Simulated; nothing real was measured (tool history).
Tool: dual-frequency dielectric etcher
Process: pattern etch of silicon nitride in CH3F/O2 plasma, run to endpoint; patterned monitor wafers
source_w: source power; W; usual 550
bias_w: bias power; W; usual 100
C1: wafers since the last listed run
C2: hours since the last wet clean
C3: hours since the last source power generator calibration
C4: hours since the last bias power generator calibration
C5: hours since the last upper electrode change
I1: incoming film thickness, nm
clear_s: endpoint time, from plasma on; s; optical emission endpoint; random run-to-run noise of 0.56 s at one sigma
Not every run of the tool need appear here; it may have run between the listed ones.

{"run": 1, "hour": 0.0, "source_w": 550, "bias_w": 91, "C1": 0, "C2": 137.1, "C3": 2391, "C4": 4088.2, "C5": 6283.9, "I1": 87.8, "clear_s": 83.2}
{"run": 2, "hour": 6.0, "source_w": 550, "bias_w": 100, "C1": 48, "C2": 143.1, "C3": 2397, "C4": 4094.2, "C5": 6289.9, "I1": 86.7, "clear_s": 78.2}
{"run": 3, "hour": 18.2, "source_w": 660, "bias_w": 100, "C1": 99, "C2": 155.3, "C3": 2409.2, "C4": 4106.4, "C5": 6302.1, "I1": 87.4, "clear_s": 74.9}
{"run": 4, "hour": 33.8, "source_w": 500, "bias_w": 82, "C1": 126, "C2": 170.9, "C3": 2424.8, "C4": 4122, "C5": 6317.7, "I1": 87.1, "clear_s": 87.8}
{"run": 5, "hour": 40.5, "source_w": 500, "bias_w": 82, "C1": 54, "C2": 177.6, "C3": 2431.5, "C4": 4128.7, "C5": 6324.4, "I1": 87.2, "clear_s": 88.6}
{"run": 6, "hour": 47.7, "source_w": 500, "bias_w": 82, "C1": 58, "C2": 184.8, "C3": 2438.7, "C4": 4135.9, "C5": 6331.6, "I1": 87.6, "clear_s": 89.1}
{"run": 7, "hour": 74.9, "source_w": 550, "bias_w": 100, "C1": 221, "C2": 212, "C3": 2465.9, "C4": 4163.1, "C5": 6358.8, "I1": 87.9, "clear_s": 79.5}
{"hour": 122.1, "done": "upper electrode replaced"}
{"run": 8, "hour": 122.6, "source_w": 550, "bias_w": 100, "C1": 192, "C2": 259.7, "C3": 2513.6, "C4": 4210.8, "C5": 0.5, "I1": 87.3, "clear_s": 78.2}
{"run": 9, "hour": 129.6, "source_w": 550, "bias_w": 100, "C1": 56, "C2": 266.7, "C3": 2520.6, "C4": 4217.8, "C5": 7.5, "I1": 87.7, "clear_s": 80}
{"run": 10, "hour": 141.0, "source_w": 550, "bias_w": 100, "C1": 92, "C2": 278.1, "C3": 2532, "C4": 4229.2, "C5": 18.9, "I1": 87.1, "clear_s": 78}
{"run": 11, "hour": 153.6, "source_w": 550, "bias_w": 100, "C1": 102, "C2": 290.7, "C3": 2544.6, "C4": 4241.8, "C5": 31.5, "I1": 87, "clear_s": 79.4}
{"run": 12, "hour": 163.1, "source_w": 550, "bias_w": 100, "C1": 77, "C2": 300.2, "C3": 2554.1, "C4": 4251.3, "C5": 41, "I1": 87.2, "clear_s": 78.9}
{"run": 13, "hour": 171.0, "source_w": 550, "bias_w": 100, "C1": 64, "C2": 308.1, "C3": 2562, "C4": 4259.2, "C5": 48.9, "I1": 87, "clear_s": 78.8}
{"run": 14, "hour": 183.1, "source_w": 520, "bias_w": 107, "C1": 98, "C2": 320.2, "C3": 2574.1, "C4": 4271.3, "C5": 61, "I1": 87.6, "clear_s": 77.2}
{"run": 15, "hour": 197.8, "source_w": 550, "bias_w": 100, "C1": 119, "C2": 334.9, "C3": 2588.8, "C4": 4286, "C5": 75.7, "I1": 88.3, "clear_s": 79.3}
{"run": 16, "hour": 242.3, "source_w": 500, "bias_w": 82, "C1": 362, "C2": 379.4, "C3": 2633.3, "C4": 4330.5, "C5": 120.2, "I1": 87.7, "clear_s": 86.9}
{"run": 17, "hour": 252.4, "source_w": 550, "bias_w": 100, "C1": 82, "C2": 389.5, "C3": 2643.4, "C4": 4340.6, "C5": 130.3, "I1": 86.9, "clear_s": 78.7}
{"run": 18, "hour": 263.3, "source_w": 610, "bias_w": 114, "C1": 88, "C2": 400.4, "C3": 2654.3, "C4": 4351.5, "C5": 141.2, "I1": 86.9, "clear_s": 70.7}
{"run": 19, "hour": 277.4, "source_w": 670, "bias_w": 117, "C1": 114, "C2": 414.5, "C3": 2668.4, "C4": 4365.6, "C5": 155.3, "I1": 86.7, "clear_s": 67.7}
{"hour": 293.1, "done": "source power generator calibrated"}
{"run": 20, "hour": 324.1, "source_w": 470, "bias_w": 100, "C1": 347, "C2": 461.2, "C3": 31, "C4": 4412.3, "C5": 202, "I1": 86.6, "clear_s": 82.3}
{"hour": 356.6, "done": "wet clean of the chamber"}
{"run": 21, "hour": 357.1, "source_w": 640, "bias_w": 79, "C1": 73, "C2": 0.5, "C3": 64, "C4": 4445.3, "C5": 235, "I1": 88.2, "clear_s": 84.4}
{"run": 22, "hour": 357.5, "source_w": 620, "bias_w": 100, "C1": 3, "C2": 0.9, "C3": 64.4, "C4": 4445.7, "C5": 235.4, "I1": 87.7, "clear_s": 78.2}
{"hour": 377.6, "done": "bias power generator calibrated"}
{"run": 23, "hour": 389.4, "source_w": 550, "bias_w": 100, "C1": 227, "C2": 32.8, "C3": 96.3, "C4": 11.8, "C5": 267.3, "I1": 87.4, "clear_s": 81}
{"run": 24, "hour": 400.6, "source_w": 640, "bias_w": 123, "C1": 91, "C2": 44, "C3": 107.5, "C4": 23, "C5": 278.5, "I1": 87.1, "clear_s": 71}
{"run": 25, "hour": 411.2, "source_w": 670, "bias_w": 117, "C1": 86, "C2": 54.6, "C3": 118.1, "C4": 33.6, "C5": 289.1, "I1": 87.6, "clear_s": 71.4}
{"run": 26, "hour": 422.1, "source_w": 630, "bias_w": 82, "C1": 88, "C2": 65.5, "C3": 129, "C4": 44.5, "C5": 300, "I1": 87.4, "clear_s": 83}
{"run": 27, "hour": 437.1, "source_w": 550, "bias_w": 100, "C1": 122, "C2": 80.5, "C3": 144, "C4": 59.5, "C5": 315, "I1": 87.4, "clear_s": 80.5}
{"run": 28, "hour": 452.9, "source_w": 510, "bias_w": 90, "C1": 128, "C2": 96.3, "C3": 159.8, "C4": 75.3, "C5": 330.8, "I1": 86.8, "clear_s": 85.3}
{"run": 29, "hour": 461.5, "source_w": 550, "bias_w": 92, "C1": 70, "C2": 104.9, "C3": 168.4, "C4": 83.9, "C5": 339.4, "I1": 87.2, "clear_s": 83.2}
{"run": 30, "hour": 472.8, "source_w": 500, "bias_w": 86, "C1": 91, "C2": 116.2, "C3": 179.7, "C4": 95.2, "C5": 350.7, "I1": 88, "clear_s": 87.4}
{"run": 31, "hour": 483.2, "source_w": 670, "bias_w": 110, "C1": 84, "C2": 126.6, "C3": 190.1, "C4": 105.6, "C5": 361.1, "I1": 88, "clear_s": 72.5}
{"run": 32, "hour": 494.7, "source_w": 460, "bias_w": 100, "C1": 93, "C2": 138.1, "C3": 201.6, "C4": 117.1, "C5": 372.6, "I1": 87.9, "clear_s": 86.3}
{"run": 33, "hour": 505.6, "source_w": 550, "bias_w": 118, "C1": 88, "C2": 149, "C3": 212.5, "C4": 128, "C5": 383.5, "I1": 87.9, "clear_s": 75.9}
{"run": 34, "hour": 515.8, "source_w": 420, "bias_w": 92, "C1": 83, "C2": 159.2, "C3": 222.7, "C4": 138.2, "C5": 393.7, "I1": 87.4, "clear_s": 89.4}

Here are 5 independent what-if runs from the current tool condition. What would each one return?
{"run": "A", "hour": 516.3, "source_w": 550, "bias_w": 100, "C1": 4, "C2": 159.7, "C3": 223.2, "C4": 138.7, "C5": 394.2, "I1": 87.7, "clear_s": "?"}
{"run": "B", "hour": 516.3, "source_w": 550, "bias_w": 79, "C1": 4, "C2": 159.7, "C3": 223.2, "C4": 138.7, "C5": 394.2, "I1": 87.7, "clear_s": "?"}
{"run": "C", "hour": 516.3, "source_w": 610, "bias_w": 117, "C1": 4, "C2": 159.7, "C3": 223.2, "C4": 138.7, "C5": 394.2, "I1": 87.7, "clear_s": "?"}
{"run": "D", "hour": 516.3, "source_w": 630, "bias_w": 100, "C1": 4, "C2": 159.7, "C3": 223.2, "C4": 138.7, "C5": 394.2, "I1": 87.7, "clear_s": "?"}
{"run": "E", "hour": 516.3, "source_w": 640, "bias_w": 85, "C1": 4, "C2": 159.7, "C3": 223.2, "C4": 138.7, "C5": 394.2, "I1": 87.7, "clear_s": "?"}

run=A clear_s=80
run=B clear_s=87.5
run=C clear_s=72.7
run=D clear_s=76.4
run=E clear_s=80.8
Without the tool's unlogged condition, the same runs would have read:
run=A clear_s=80.1
run=B clear_s=87.6
run=C clear_s=72.8
run=D clear_s=76.5
run=E clear_s=80.9

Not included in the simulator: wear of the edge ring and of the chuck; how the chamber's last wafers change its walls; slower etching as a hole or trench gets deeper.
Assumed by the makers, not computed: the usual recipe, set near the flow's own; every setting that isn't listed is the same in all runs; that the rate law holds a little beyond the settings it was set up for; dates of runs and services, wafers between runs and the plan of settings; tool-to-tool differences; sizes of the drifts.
